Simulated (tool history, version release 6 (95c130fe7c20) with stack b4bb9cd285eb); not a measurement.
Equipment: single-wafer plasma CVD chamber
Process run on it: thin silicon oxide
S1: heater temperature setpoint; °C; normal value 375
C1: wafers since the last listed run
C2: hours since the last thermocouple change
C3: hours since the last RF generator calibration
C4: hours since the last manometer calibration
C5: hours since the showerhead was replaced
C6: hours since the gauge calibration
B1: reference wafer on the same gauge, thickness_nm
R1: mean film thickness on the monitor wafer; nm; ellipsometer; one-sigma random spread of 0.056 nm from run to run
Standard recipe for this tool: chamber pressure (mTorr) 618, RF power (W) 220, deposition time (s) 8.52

run 1 hour=0 | S1=375 chamber_pressure_(mTorr)=521 RF_power_(W)=250 deposition_time_(s)=8.52 | C1=0 C2=362.3 C3=213.4 C4=1106.2 C5=1599.4 C6=757.4 | B1=9.297 | R1=10.944
run 2 hour=54.1 | S1=375 chamber_pressure_(mTorr)=521 RF_power_(W)=250 deposition_time_(s)=8.52 | C1=1270 C2=416.4 C3=267.5 C4=1160.3 C5=1653.5 C6=811.5 | B1=9.307 | R1=10.987
run 3 hour=114.6 | S1=375 chamber_pressure_(mTorr)=521 RF_power_(W)=250 deposition_time_(s)=8.52 | C1=1420 C2=476.9 C3=328 C4=1220.8 C5=1714 C6=872 | B1=9.302 | R1=10.951
run 4 hour=162.6 | S1=375 chamber_pressure_(mTorr)=618 RF_power_(W)=220 deposition_time_(s)=7.8 | C1=1126 C2=524.9 C3=376 C4=1268.8 C5=1762 C6=920 | B1=9.3 | R1=11.061
-- hour=240.2 gauge calibrated
run 5 hour=250.3 | S1=375 chamber_pressure_(mTorr)=618 RF_power_(W)=220 deposition_time_(s)=7.8 | C1=2058 C2=612.6 C3=463.7 C4=1356.5 C5=1849.7 C6=10.1 | B1=9.297 | R1=11.041
run 6 hour=300.7 | S1=375 chamber_pressure_(mTorr)=618 RF_power_(W)=220 deposition_time_(s)=7.8 | C1=1183 C2=663 C3=514.1 C4=1406.9 C5=1900.1 C6=60.5 | B1=9.307 | R1=11.129
run 7 hour=355.2 | S1=375 chamber_pressure_(mTorr)=618 RF_power_(W)=220 deposition_time_(s)=8.52 | C1=1279 C2=717.5 C3=568.6 C4=1461.4 C5=1954.6 C6=115 | B1=9.31 | R1=12.134
run 8 hour=454.8 | S1=375 chamber_pressure_(mTorr)=618 RF_power_(W)=220 deposition_time_(s)=8.52 | C1=2338 C2=817.1 C3=668.2 C4=1561 C5=2054.2 C6=214.6 | B1=9.296 | R1=12.131
run 9 hour=584.7 | S1=375 chamber_pressure_(mTorr)=660 RF_power_(W)=220 deposition_time_(s)=8.52 | C1=3049 C2=947 C3=798.1 C4=1690.9 C5=2184.1 C6=344.5 | B1=9.305 | R1=12.866
run 10 hour=683.8 | S1=375 chamber_pressure_(mTorr)=660 RF_power_(W)=220 deposition_time_(s)=8.52 | C1=2326 C2=1046.1 C3=897.2 C4=1790 C5=2283.2 C6=443.6 | B1=9.307 | R1=12.948
-- hour=709.5 capacitance manometer re-zeroed and calibrated
run 11 hour=791 | S1=375 chamber_pressure_(mTorr)=660 RF_power_(W)=220 deposition_time_(s)=8.52 | C1=2328 C2=1153.3 C3=1004.4 C4=81.5 C5=2390.4 C6=550.8 | B1=9.304 | R1=12.215
run 12 hour=871.9 | S1=375 chamber_pressure_(mTorr)=618 RF_power_(W)=220 deposition_time_(s)=7.86 | C1=1899 C2=1234.2 C3=1085.3 C4=162.4 C5=2471.3 C6=631.7 | B1=9.297 | R1=10.593
run 13 hour=932.7 | S1=375 chamber_pressure_(mTorr)=521 RF_power_(W)=250 deposition_time_(s)=8.52 | C1=1427 C2=1295 C3=1146.1 C4=223.2 C5=2532.1 C6=692.5 | B1=9.303 | R1=10.452
run 14 hour=981.5 | S1=375 chamber_pressure_(mTorr)=578 RF_power_(W)=220 deposition_time_(s)=8.52 | C1=1145 C2=1343.8 C3=1194.9 C4=272 C5=2580.9 C6=741.3 | B1=9.296 | R1=10.849
-- hour=1002.2 thermocouple changed; heater temperature recalibrated
-- hour=1039.5 showerhead replaced
run 15 hour=1040 | S1=375 chamber_pressure_(mTorr)=676 RF_power_(W)=220 deposition_time_(s)=9.73 | C1=997 C2=37.8 C3=1253.4 C4=330.5 C5=0.5 C6=799.8 | B1=9.301 | R1=14.305
run 16 hour=1084 | S1=385 chamber_pressure_(mTorr)=516 RF_power_(W)=235 deposition_time_(s)=9.69 | C1=1032 C2=81.8 C3=1297.4 C4=374.5 C5=44.5 C6=843.8 | B1=9.295 | R1=11.351
-- hour=1170.6 RF generator calibrated
run 17 hour=1184.8 | S1=375 chamber_pressure_(mTorr)=618 RF_power_(W)=260 deposition_time_(s)=8.52 | C1=2178 C2=182.6 C3=14.2 C4=475.3 C5=145.3 C6=944.6 | B1=9.307 | R1=13.346
-- hour=1221.8 gauge calibrated
run 18 hour=1244.8 | S1=370 chamber_pressure_(mTorr)=508 RF_power_(W)=220 deposition_time_(s)=8.52 | C1=1408 C2=242.6 C3=74.2 C4=535.3 C5=205.3 C6=23 | B1=9.287 | R1=9.945
run 19 hour=1345.6 | S1=375 chamber_pressure_(mTorr)=618 RF_power_(W)=220 deposition_time_(s)=8.52 | C1=2366 C2=343.4 C3=175 C4=636.1 C5=306.1 C6=123.8 | B1=9.289 | R1=12.213
run 20 hour=1421.2 | S1=375 chamber_pressure_(mTorr)=618 RF_power_(W)=220 deposition_time_(s)=8.52 | C1=1774 C2=419 C3=250.6 C4=711.7 C5=381.7 C6=199.4 | B1=9.295 | R1=12.187
run 21 hour=1497.5 | S1=387 chamber_pressure_(mTorr)=618 RF_power_(W)=220 deposition_time_(s)=8.52 | C1=1791 C2=495.3 C3=326.9 C4=788 C5=458 C6=275.7 | B1=9.296 | R1=12.097
run 22 hour=1533.8 | S1=375 chamber_pressure_(mTorr)=618 RF_power_(W)=220 deposition_time_(s)=8.52 | C1=852 C2=531.6 C3=363.2 C4=824.3 C5=494.3 C6=312 | B1=9.306 | R1=12.238

List, for all runs, the conditions of the tool that the log does not record:
wafer temperature above the value expected at the setpoint (K): 0 in every run
gauge reads high (%): 0 in every run
H1: delivered RF power above the setpoint (%)
H2: true pressure above the setpoint (%)
run=1 H1=-2.11 H2=6.59
run=2 H1=-2.2 H2=6.67
run=3 H1=-2.31 H2=6.75
run=4 H1=-2.42 H2=6.81
run=5 H1=-2.65 H2=6.91
run=6 H1=-2.81 H2=6.96
run=7 H1=-3 H2=7.01
run=8 H1=-3.39 H2=7.08
run=9 H1=-4 H2=7.16
run=10 H1=-4.54 H2=7.21
run=11 H1=-5.19 H2=2.09
run=12 H1=-5.73 H2=2.92
run=13 H1=-6.16 H2=3.46
run=14 H1=-6.52 H2=3.85
run=15 H1=-6.98 H2=4.28
run=16 H1=-7.34 H2=4.57
run=17 H1=-0.509 H2=5.15
run=18 H1=-0.525 H2=5.45
run=19 H1=-0.606 H2=5.89
run=20 H1=-0.708 H2=6.16
run=21 H1=-0.849 H2=6.4
run=22 H1=-0.929 H2=6.5

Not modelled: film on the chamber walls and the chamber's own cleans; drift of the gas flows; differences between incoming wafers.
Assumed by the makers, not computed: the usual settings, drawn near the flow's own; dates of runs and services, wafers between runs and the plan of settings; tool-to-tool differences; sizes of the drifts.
